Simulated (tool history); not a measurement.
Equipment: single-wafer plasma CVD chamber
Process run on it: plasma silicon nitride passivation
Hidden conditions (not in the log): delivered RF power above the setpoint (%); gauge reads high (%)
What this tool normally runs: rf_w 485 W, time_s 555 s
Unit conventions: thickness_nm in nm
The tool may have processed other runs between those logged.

| run | hour | rf_w | time_s | wafers since the last listed run | hours since the last RF generator calibration | hours since the showerhead was replaced | hours since the gauge calibration | read-back reference wafer on the same gauge, thickness_nm | thickness_nm |
|---|---|---|---|---|---|---|---|---|---|
| 1 | 0.0 | 485 | 555 | 0 | 13.5 | 2099.8 | 1797.1 | 700.591 | 862.694 |
| 2 | 70.4 | 485 | 555 | 297 | 83.9 | 2170.2 | 1867.5 | 703.885 | 866.715 |
| 3 | 107.7 | 485 | 555 | 157 | 121.2 | 2207.5 | 1904.8 | 700.855 | 867.283 |
| 4 | 214.7 | 485 | 555 | 452 | 228.2 | 2314.5 | 2011.8 | 705.681 | 869.279 |
| 5 | 303.4 | 485 | 555 | 374 | 316.9 | 2403.2 | 2100.5 | 704.859 | 871.823 |
| 6 | 376.0 | 485 | 555 | 306 | 389.5 | 2475.8 | 2173.1 | 708.564 | 870.419 |
| 7 | 440.4 | 485 | 555 | 272 | 453.9 | 2540.2 | 2237.5 | 707.762 | 878.919 |
| 8 | 477.8 | 485 | 555 | 158 | 491.3 | 2577.6 | 2274.9 | 709.486 | 875.364 |
| 9 | 566.1 | 485 | 555 | 373 | 579.6 | 2665.9 | 2363.2 | 713.557 | 885.183 |
| 10 | 618.2 | 485 | 555 | 220 | 631.7 | 2718.0 | 2415.3 | 713.124 | 872.489 |
| 11 | 718.0 | 485 | 555 | 421 | 731.5 | 2817.8 | 2515.1 | 716.412 | 879.744 |
|  | 801.2 | RF generator calibrated |
| 12 | 804.4 | 485 | 555 | 331 | 3.2 | 2904.2 | 2601.5 | 716.839 | 887.183 |
| 13 | 869.7 | 530 | 555 | 275 | 68.5 | 2969.5 | 2666.8 | 720.695 | 914.068 |
| 14 | 971.5 | 485 | 555 | 430 | 170.3 | 3071.3 | 2768.6 | 721.965 | 886.950 |
|  | 1012.0 | gauge calibrated |
| 15 | 1060.1 | 440 | 468 | 374 | 258.9 | 3159.9 | 48.1 | 680.884 | 691.470 |
| 16 | 1293.2 | 485 | 555 | 984 | 492.0 | 3393.0 | 281.2 | 681.795 | 838.687 |
| 17 | 1331.1 | 485 | 606 | 160 | 529.9 | 3430.9 | 319.1 | 680.938 | 915.408 |
| 18 | 1370.8 | 580 | 585 | 167 | 569.6 | 3470.6 | 358.8 | 679.825 | 943.196 |
|  | 1387.0 | showerhead replaced |
| 19 | 1456.3 | 485 | 555 | 327 | 655.1 | 69.3 | 444.3 | 683.396 | 838.481 |
| 20 | 1555.0 | 580 | 629 | 417 | 753.8 | 168.0 | 543.0 | 682.804 | 1004.741 |
|  | 1637.9 | RF generator calibrated |
| 21 | 1746.2 | 425 | 636 | 774 | 108.3 | 359.2 | 734.2 | 683.038 | 929.786 |
| 22 | 1928.7 | 445 | 484 | 771 | 290.8 | 541.7 | 916.7 | 684.732 | 723.525 |
| 23 | 2181.2 | 545 | 486 | 1066 | 543.3 | 794.2 | 1169.2 | 688.057 | 772.181 |
| 24 | 2264.6 | 485 | 555 | 352 | 626.7 | 877.6 | 1252.6 | 687.954 | 850.923 |
| 25 | 2341.0 | 485 | 555 | 322 | 703.1 | 954.0 | 1329.0 | 689.679 | 851.786 |
| 26 | 2398.1 | 540 | 591 | 241 | 760.2 | 1011.1 | 1386.1 | 688.806 | 930.681 |
| 27 | 2467.9 | 435 | 555 | 294 | 830.0 | 1080.9 | 1455.9 | 691.295 | 832.299 |
|  | 2490.0 | RF generator calibrated |
| 28 | 2533.3 | 485 | 555 | 242 | 43.3 | 1146.3 | 1521.3 | 690.474 | 849.798 |
| 29 | 2606.4 | 485 | 555 | 308 | 116.4 | 1219.4 | 1594.4 | 692.201 | 859.179 |

Alternative continuations, all from the tool just after run 29; predict every row:
| A | 2607.0 | 485 | 462 | 2 | 117.0 | 1220.0 | 1595.0 | ? | ? |
| B | 2607.0 | 435 | 475 | 2 | 117.0 | 1220.0 | 1595.0 | ? | ? |
| C | 2607.0 | 560 | 525 | 2 | 117.0 | 1220.0 | 1595.0 | ? | ? |
| D | 2607.0 | 515 | 637 | 2 | 117.0 | 1220.0 | 1595.0 | ? | ? |
| E | 2607.0 | 415 | 483 | 2 | 117.0 | 1220.0 | 1595.0 | ? | ? |

| run | read-back reference wafer on the same gauge, thickness_nm | thickness_nm |
|---|---|---|
| A | 692.923 | 713.364 |
| B | 692.923 | 710.886 |
| C | 692.923 | 844.975 |
| D | 692.923 | 1000.728 |
| E | 692.923 | 713.193 |
Without the tool's unlogged condition, the same runs would have read:
| run | thickness_nm |
|---|---|
| A | 704.106 |
| B | 701.661 |
| C | 834.009 |
| D | 987.741 |
| E | 703.938 |

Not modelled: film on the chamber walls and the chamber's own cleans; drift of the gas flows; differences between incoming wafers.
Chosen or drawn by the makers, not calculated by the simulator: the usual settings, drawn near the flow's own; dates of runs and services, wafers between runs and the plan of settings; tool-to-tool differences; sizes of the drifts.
